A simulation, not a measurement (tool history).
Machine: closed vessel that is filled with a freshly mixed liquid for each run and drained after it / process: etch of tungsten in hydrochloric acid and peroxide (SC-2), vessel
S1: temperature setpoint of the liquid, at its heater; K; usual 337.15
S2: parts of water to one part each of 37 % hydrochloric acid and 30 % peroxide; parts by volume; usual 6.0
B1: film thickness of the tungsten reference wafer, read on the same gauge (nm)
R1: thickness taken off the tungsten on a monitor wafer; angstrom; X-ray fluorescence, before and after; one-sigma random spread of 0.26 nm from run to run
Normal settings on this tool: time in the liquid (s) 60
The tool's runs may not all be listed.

Run 1, hour 0.0: usual settings but S1 344.65 K; B1 140.03. Result: R1 402.6 angstrom.
Run 2, hour 31.3: usual settings but S1 344.65 K; B1 140.01. Result: R1 396.9 angstrom.
Run 3, hour 46.2: usual settings; B1 140.00. Result: R1 255.0 angstrom.
Run 4, hour 69.4: usual settings but S1 341.15 K; B1 139.98. Result: R1 325.1 angstrom.
Run 5, hour 103.0: usual settings but S1 341.15 K; B1 140.01. Result: R1 325.8 angstrom.
Run 6, hour 122.0: usual settings but S1 341.15 K; B1 140.00. Result: R1 318.6 angstrom.
Run 7, hour 137.3: usual settings; B1 140.00. Result: R1 252.2 angstrom.
Run 8, hour 151.7: usual settings; B1 139.99. Result: R1 248.9 angstrom.
Run 9, hour 176.2: usual settings but time in the liquid (s) 90; B1 139.98. Result: R1 374.3 angstrom.
Run 10, hour 191.0: usual settings but time in the liquid (s) 90; B1 139.99. Result: R1 370.4 angstrom.
Run 11, hour 210.0: usual settings but S2 5.0 parts by volume; B1 140.02. Result: R1 284.2 angstrom.
Run 12, hour 230.5: usual settings but S1 345.15 K; B1 139.99. Result: R1 402.7 angstrom.
At hour 233.2: chemicals flow meter replaced.
At hour 248.2: thermometer replaced.
Run 13, hour 248.7: usual settings; B1 140.00. Result: R1 297.2 angstrom.
Run 14, hour 266.6: usual settings but S2 8.5 parts by volume, time in the liquid (s) 80; B1 140.00. Result: R1 299.6 angstrom.
Run 15, hour 295.9: usual settings; B1 140.00. Result: R1 293.9 angstrom.
At hour 306.3: gauge calibrated.
Run 16, hour 320.9: usual settings but S1 327.15 K, S2 8.0 parts by volume, time in the liquid (s) 70; B1 139.97. Result: R1 145.0 angstrom.
Run 17, hour 355.5: usual settings but S1 343.65 K, time in the liquid (s) 85; B1 139.95. Result: R1 620.8 angstrom.
At hour 384.8: new drum of peroxide connected.
Run 18, hour 390.4: usual settings but S1 340.15 K, time in the liquid (s) 50; B1 140.02. Result: R1 294.7 angstrom.
Run 19, hour 411.0: usual settings but S1 339.65 K, time in the liquid (s) 80; B1 140.01. Result: R1 451.0 angstrom.
Run 20, hour 427.5: usual settings but S1 329.65 K, time in the liquid (s) 40; B1 140.01. Result: R1 120.6 angstrom.
Run 21, hour 463.2: usual settings but S1 329.15 K; B1 140.00. Result: R1 176.8 angstrom.
Run 22, hour 481.1: usual settings but S1 327.15 K, time in the liquid (s) 30; B1 140.01. Result: R1 77.6 angstrom.

5 ways to go on from here, each from the tool as it stands after run 22. What would each give?
Run A, hour 481.8: usual settings; B1 ?. Result: R1 ?.
Run B, hour 481.8: usual settings but S2 4.5 parts by volume, time in the liquid (s) 35; B1 ?. Result: R1 ?.
Run C, hour 481.8: usual settings but S1 334.15 K, S2 4.0 parts by volume, time in the liquid (s) 45; B1 ?. Result: R1 ?.
Run D, hour 481.8: usual settings but S1 330.15 K; B1 ?. Result: R1 ?.
Run E, hour 481.8: usual settings but S2 7.5 parts by volume, time in the liquid (s) 45; B1 ?. Result: R1 ?.

run      B1     R1
  A  139.99  288.1
  B  139.99  206.8
  C  139.99  239.3
  D  139.99  185.8
  E  139.99  182.0
With no hidden state in the tool, these same runs would have given:
run     R1
  A  294.4
  B  211.3
  C  244.5
  D  190.0
  E  185.9
